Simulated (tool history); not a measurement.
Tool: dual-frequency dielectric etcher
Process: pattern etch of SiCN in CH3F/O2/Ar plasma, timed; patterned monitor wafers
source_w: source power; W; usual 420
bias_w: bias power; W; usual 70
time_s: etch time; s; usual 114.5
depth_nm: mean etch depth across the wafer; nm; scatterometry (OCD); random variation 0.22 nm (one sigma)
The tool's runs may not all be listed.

| run | hour | source_w | bias_w | time_s | wafers since the last listed run | hours since the last wet clean | hours since the last source power generator calibration | hours since the last bias power generator calibration | hours since the last upper electrode change | hours since the gauge calibration | read-back reference wafer on the same gauge, depth_nm | depth_nm |
|---|---|---|---|---|---|---|---|---|---|---|---|---|
| 1 | 0.0 | 460 | 70 | 114.5 | 0 | 540.1 | 5577.5 | 2360.4 | 1971.7 | 422.0 | 46.39 | 45.20 |
| 2 | 6.7 | 370 | 70 | 114.5 | 40 | 546.8 | 5584.2 | 2367.1 | 1978.4 | 428.7 | 46.32 | 42.15 |
| 3 | 22.1 | 370 | 70 | 114.5 | 93 | 562.2 | 5599.6 | 2382.5 | 1993.8 | 444.1 | 46.40 | 42.37 |
|  | 28.3 | bias power generator calibrated |
| 4 | 39.9 | 370 | 70 | 114.5 | 84 | 580.0 | 5617.4 | 11.6 | 2011.6 | 461.9 | 46.45 | 42.24 |
| 5 | 50.3 | 420 | 70 | 114.5 | 63 | 590.4 | 5627.8 | 22.0 | 2022.0 | 472.3 | 46.38 | 44.07 |
|  | 88.0 | wet clean of the chamber |
|  | 100.1 | source power generator calibrated |
| 6 | 102.5 | 420 | 70 | 114.5 | 147 | 14.5 | 2.4 | 74.2 | 2074.2 | 524.5 | 46.33 | 44.41 |
| 7 | 114.2 | 420 | 70 | 114.5 | 71 | 26.2 | 14.1 | 85.9 | 2085.9 | 536.2 | 46.43 | 44.01 |
| 8 | 126.4 | 420 | 70 | 107.0 | 74 | 38.4 | 26.3 | 98.1 | 2098.1 | 548.4 | 46.37 | 41.15 |
|  | 154.6 | gauge calibrated |
|  | 162.9 | upper electrode replaced |
| 9 | 163.4 | 420 | 70 | 107.0 | 79 | 75.4 | 63.3 | 135.1 | 0.5 | 8.8 | 46.44 | 41.01 |
| 10 | 163.8 | 420 | 57 | 114.5 | 2 | 75.8 | 63.7 | 135.5 | 0.9 | 9.2 | 46.43 | 41.66 |
| 11 | 174.3 | 420 | 70 | 126.0 | 64 | 86.3 | 74.2 | 146.0 | 11.4 | 19.7 | 46.37 | 48.37 |
| 12 | 223.1 | 420 | 70 | 114.5 | 297 | 135.1 | 123.0 | 194.8 | 60.2 | 68.5 | 46.35 | 44.16 |
| 13 | 240.5 | 420 | 61 | 139.5 | 106 | 152.5 | 140.4 | 212.2 | 77.6 | 85.9 | 46.39 | 51.60 |
| 14 | 251.6 | 420 | 70 | 114.5 | 67 | 163.6 | 151.5 | 223.3 | 88.7 | 97.0 | 46.36 | 44.15 |
| 15 | 265.9 | 500 | 83 | 87.0 | 87 | 177.9 | 165.8 | 237.6 | 103.0 | 111.3 | 46.40 | 37.20 |
| 16 | 272.9 | 490 | 70 | 114.5 | 42 | 184.9 | 172.8 | 244.6 | 110.0 | 118.3 | 46.41 | 46.25 |
| 17 | 283.1 | 420 | 70 | 114.5 | 62 | 195.1 | 183.0 | 254.8 | 120.2 | 128.5 | 46.41 | 44.07 |
| 18 | 297.5 | 420 | 76 | 114.5 | 87 | 209.5 | 197.4 | 269.2 | 134.6 | 142.9 | 46.40 | 44.88 |
| 19 | 311.5 | 420 | 61 | 139.5 | 85 | 223.5 | 211.4 | 283.2 | 148.6 | 156.9 | 46.32 | 51.45 |
| 20 | 323.7 | 490 | 57 | 114.5 | 74 | 235.7 | 223.6 | 295.4 | 160.8 | 169.1 | 46.43 | 44.06 |
| 21 | 331.4 | 390 | 77 | 81.0 | 46 | 243.4 | 231.3 | 303.1 | 168.5 | 176.8 | 46.34 | 31.39 |
| 22 | 343.5 | 490 | 82 | 96.5 | 73 | 255.5 | 243.4 | 315.2 | 180.6 | 188.9 | 46.43 | 41.02 |
| 23 | 349.7 | 390 | 87 | 80.5 | 37 | 261.7 | 249.6 | 321.4 | 186.8 | 195.1 | 46.35 | 32.17 |
| 24 | 365.6 | 420 | 70 | 145.0 | 96 | 277.6 | 265.5 | 337.3 | 202.7 | 211.0 | 46.40 | 55.99 |
| 25 | 381.1 | 490 | 63 | 86.0 | 94 | 293.1 | 281.0 | 352.8 | 218.2 | 226.5 | 46.41 | 33.86 |
| 26 | 389.3 | 500 | 82 | 127.0 | 50 | 301.3 | 289.2 | 361.0 | 226.4 | 234.7 | 46.41 | 54.71 |
| 27 | 398.2 | 420 | 70 | 114.5 | 54 | 310.2 | 298.1 | 369.9 | 235.3 | 243.6 | 46.45 | 43.97 |
| 28 | 412.0 | 420 | 58 | 146.0 | 84 | 324.0 | 311.9 | 383.7 | 249.1 | 257.4 | 46.39 | 52.86 |
| 29 | 425.1 | 510 | 81 | 89.0 | 79 | 337.1 | 325.0 | 396.8 | 262.2 | 270.5 | 46.39 | 38.19 |

The tool's hidden state at each run:
etch rate over this chamber's usual, %: 0 in every run
source power that arrives over what is set, %: 0 in every run
bias power that arrives over what is set, %: 0 in every run
gauge reads high (%): 0 in every run
